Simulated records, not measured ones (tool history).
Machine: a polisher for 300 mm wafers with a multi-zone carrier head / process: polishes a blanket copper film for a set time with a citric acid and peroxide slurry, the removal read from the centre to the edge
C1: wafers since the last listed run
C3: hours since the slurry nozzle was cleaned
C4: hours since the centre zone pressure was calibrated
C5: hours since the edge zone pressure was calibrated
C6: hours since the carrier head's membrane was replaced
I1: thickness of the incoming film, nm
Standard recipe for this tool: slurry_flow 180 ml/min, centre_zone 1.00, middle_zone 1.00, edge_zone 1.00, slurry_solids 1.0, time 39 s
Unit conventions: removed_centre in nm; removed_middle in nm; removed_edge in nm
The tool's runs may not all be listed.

run 1 hour=0.0 | slurry_flow=180 centre_zone=1.00 middle_zone=1.00 edge_zone=1.00 slurry_solids=1.0 time=47 | C1=0 wafers_polished_on_this_pad=5111 C3=590.4 C4=329.1 C5=648.5 C6=977.6 | I1=679.6 | removed_centre=131.2 removed_middle=129.0 removed_edge=127.4
-- hour=5.6 worn pad replaced by a new one
-- hour=22.4 edge zone pressure recalibrated
run 2 hour=90.3 | slurry_flow=180 centre_zone=1.00 middle_zone=1.00 edge_zone=1.00 slurry_solids=1.0 time=47 | C1=954 wafers_polished_on_this_pad=936 C3=680.7 C4=419.4 C5=67.9 C6=1067.9 | I1=679.0 | removed_centre=129.6 removed_middle=129.3 removed_edge=127.6
run 3 hour=159.2 | slurry_flow=180 centre_zone=1.00 middle_zone=1.00 edge_zone=1.00 slurry_solids=1.0 time=47 | C1=779 wafers_polished_on_this_pad=1716 C3=749.6 C4=488.3 C5=136.8 C6=1136.8 | I1=670.3 | removed_centre=129.1 removed_middle=126.1 removed_edge=127.1
run 4 hour=225.7 | slurry_flow=180 centre_zone=1.00 middle_zone=1.00 edge_zone=1.00 slurry_solids=1.0 time=32 | C1=752 wafers_polished_on_this_pad=2468 C3=816.1 C4=554.8 C5=203.3 C6=1203.3 | I1=670.2 | removed_centre=87.7 removed_middle=87.3 removed_edge=86.4
-- hour=240.6 centre zone pressure recalibrated
-- hour=256.1 slurry nozzle cleaned
run 5 hour=330.7 | slurry_flow=180 centre_zone=1.00 middle_zone=1.00 edge_zone=1.07 slurry_solids=1.0 time=39 | C1=1154 wafers_polished_on_this_pad=3623 C3=74.6 C4=90.1 C5=308.3 C6=1308.3 | I1=679.8 | removed_centre=110.1 removed_middle=104.5 removed_edge=108.1
run 6 hour=409.9 | slurry_flow=180 centre_zone=1.00 middle_zone=1.00 edge_zone=1.07 slurry_solids=1.0 time=39 | C1=896 wafers_polished_on_this_pad=4519 C3=153.8 C4=169.3 C5=387.5 C6=1387.5 | I1=688.8 | removed_centre=110.5 removed_middle=105.2 removed_edge=107.7
-- hour=462.9 worn pad replaced by a new one
run 7 hour=466.6 | slurry_flow=180 centre_zone=1.00 middle_zone=1.00 edge_zone=1.00 slurry_solids=1.0 time=39 | C1=596 wafers_polished_on_this_pad=42 C3=210.5 C4=226.0 C5=444.2 C6=1444.2 | I1=683.9 | removed_centre=109.1 removed_middle=104.4 removed_edge=104.0
run 8 hour=527.9 | slurry_flow=155 centre_zone=1.00 middle_zone=1.00 edge_zone=1.00 slurry_solids=0.7 time=51 | C1=693 wafers_polished_on_this_pad=735 C3=271.8 C4=287.3 C5=505.5 C6=1505.5 | I1=675.7 | removed_centre=129.5 removed_middle=130.0 removed_edge=126.8
run 9 hour=596.4 | slurry_flow=180 centre_zone=1.00 middle_zone=1.00 edge_zone=1.00 slurry_solids=1.0 time=39 | C1=775 wafers_polished_on_this_pad=1511 C3=340.3 C4=355.8 C5=574.0 C6=1574.0 | I1=684.3 | removed_centre=107.2 removed_middle=107.2 removed_edge=105.9
run 10 hour=640.5 | slurry_flow=135 centre_zone=1.00 middle_zone=1.00 edge_zone=1.06 slurry_solids=1.0 time=27 | C1=499 wafers_polished_on_this_pad=2010 C3=384.4 C4=399.9 C5=618.1 C6=1618.1 | I1=678.7 | removed_centre=70.8 removed_middle=67.9 removed_edge=71.2
-- hour=706.5 edge zone pressure recalibrated
-- hour=716.1 centre zone pressure recalibrated
run 11 hour=736.9 | slurry_flow=180 centre_zone=0.97 middle_zone=1.00 edge_zone=1.00 slurry_solids=1.1 time=49 | C1=1045 wafers_polished_on_this_pad=3056 C3=480.8 C4=20.8 C5=30.4 C6=1714.5 | I1=685.8 | removed_centre=132.5 removed_middle=135.3 removed_edge=133.2
run 12 hour=784.5 | slurry_flow=180 centre_zone=1.00 middle_zone=1.11 edge_zone=0.93 slurry_solids=1.3 time=45 | C1=538 wafers_polished_on_this_pad=3594 C3=528.4 C4=68.4 C5=78.0 C6=1762.1 | I1=672.1 | removed_centre=127.4 removed_middle=135.6 removed_edge=123.8

Run 13 is up next; what results do you expect?
run 13 hour=844.1 | slurry_flow=180 centre_zone=1.00 middle_zone=1.00 edge_zone=1.00 slurry_solids=1.0 time=31 | C1=674 wafers_polished_on_this_pad=4269 C3=588.0 C4=128.0 C5=137.6 C6=1821.7 | I1=678.0 | removed_centre=? removed_middle=? removed_edge=?

removed_centre: 84.4 nm
removed_middle: 83.6 nm
removed_edge: 83.0 nm
On a tool with no hidden condition, and with the same random variation, this run would have come out at removed_centre 84.4 nm, removed_middle 83.6 nm, removed_edge 83.0 nm.
